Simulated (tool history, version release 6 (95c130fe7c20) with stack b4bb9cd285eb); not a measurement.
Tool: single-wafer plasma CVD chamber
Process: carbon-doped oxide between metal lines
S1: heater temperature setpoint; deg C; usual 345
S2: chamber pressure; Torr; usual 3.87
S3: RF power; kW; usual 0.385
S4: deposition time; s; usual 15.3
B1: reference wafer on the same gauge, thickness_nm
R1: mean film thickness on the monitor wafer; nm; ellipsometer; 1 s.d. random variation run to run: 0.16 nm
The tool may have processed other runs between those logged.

{"run": 1, "hour": 0.0, "S1": 352, "S2": 3.87, "S3": 0.385, "S4": 16.4, "B1": 66.494, "R1": 71.692}
{"run": 2, "hour": 24.3, "S1": 352, "S2": 3.87, "S3": 0.385, "S4": 16.4, "B1": 66.483, "R1": 71.275}
{"run": 3, "hour": 43.4, "S1": 345, "S2": 3.87, "S3": 0.385, "S4": 15.3, "B1": 66.498, "R1": 68.599}
{"run": 4, "hour": 67.5, "S1": 345, "S2": 3.87, "S3": 0.385, "S4": 15.3, "B1": 66.5, "R1": 68.21}
{"run": 5, "hour": 100.4, "S1": 345, "S2": 3.87, "S3": 0.385, "S4": 15.3, "B1": 66.503, "R1": 68.179}
{"run": 6, "hour": 131.4, "S1": 345, "S2": 3.87, "S3": 0.385, "S4": 15.3, "B1": 66.487, "R1": 68.157}
{"run": 7, "hour": 162.3, "S1": 345, "S2": 3.87, "S3": 0.385, "S4": 15.3, "B1": 66.477, "R1": 68.475}
{"run": 8, "hour": 196.3, "S1": 345, "S2": 3.87, "S3": 0.415, "S4": 15.3, "B1": 66.53, "R1": 72.734}
{"run": 9, "hour": 211.7, "S1": 345, "S2": 3.87, "S3": 0.415, "S4": 15.3, "B1": 66.49, "R1": 72.909}
{"run": 10, "hour": 270.6, "S1": 345, "S2": 3.87, "S3": 0.385, "S4": 15.3, "B1": 66.456, "R1": 68.54}
{"run": 11, "hour": 294.3, "S1": 356, "S2": 3.87, "S3": 0.385, "S4": 16.4, "B1": 66.507, "R1": 70.695}
{"run": 12, "hour": 314.6, "S1": 359, "S2": 4.11, "S3": 0.385, "S4": 13.2, "B1": 66.49, "R1": 57.201}
{"run": 13, "hour": 332.7, "S1": 360, "S2": 3.87, "S3": 0.385, "S4": 13, "B1": 66.508, "R1": 55.12}
{"run": 14, "hour": 365.1, "S1": 345, "S2": 3.87, "S3": 0.385, "S4": 15.3, "B1": 66.524, "R1": 67.159}
{"run": 15, "hour": 372.6, "S1": 355, "S2": 3.87, "S3": 0.35, "S4": 15.3, "B1": 66.495, "R1": 59.924}
{"run": 16, "hour": 463.2, "S1": 345, "S2": 3.87, "S3": 0.415, "S4": 15.3, "B1": 66.545, "R1": 72.023}
{"run": 17, "hour": 488.5, "S1": 345, "S2": 3.87, "S3": 0.385, "S4": 15.3, "B1": 66.525, "R1": 67.496}
{"run": 18, "hour": 522.4, "S1": 345, "S2": 4.29, "S3": 0.385, "S4": 15.3, "B1": 66.461, "R1": 69.015}
{"run": 19, "hour": 537.1, "S1": 356, "S2": 3.87, "S3": 0.385, "S4": 16.4, "B1": 66.47, "R1": 69.894}
{"run": 20, "hour": 572.8, "S1": 345, "S2": 2.93, "S3": 0.385, "S4": 13.7, "B1": 66.523, "R1": 59.043}
{"run": 21, "hour": 604.1, "S1": 345, "S2": 3.87, "S3": 0.435, "S4": 15.3, "B1": 66.502, "R1": 75.225}

Not shown: 5 entries that the log had between the listed runs. Between which runs, and how does the tool's hidden state differ before and after?
After run 9, before run 10: RF generator calibrated (hour 261.1); showerhead replaced (hour 264.2); capacitance manometer re-zeroed and calibrated (hour 265.6)
  wafer temperature above the value expected at the setpoint (K): -5.05 -> -5.13
  what was measured, less what the result would be without the hidden state, R1: +1.267 -> +1.21 nm
After run 13, before run 14: thermocouple changed; heater temperature recalibrated (hour 364.6)
  wafer temperature above the value expected at the setpoint (K): -5.2 -> 0.545
  what was measured, less what the result would be without the hidden state, R1: +0.841 -> -0.125 nm
After run 14, before run 15: gauge calibrated (hour 372.3)
  wafer temperature above the value expected at the setpoint (K): 0.545 -> 0.395
  what was measured, less what the result would be without the hidden state, R1: -0.125 -> -0.073 nm
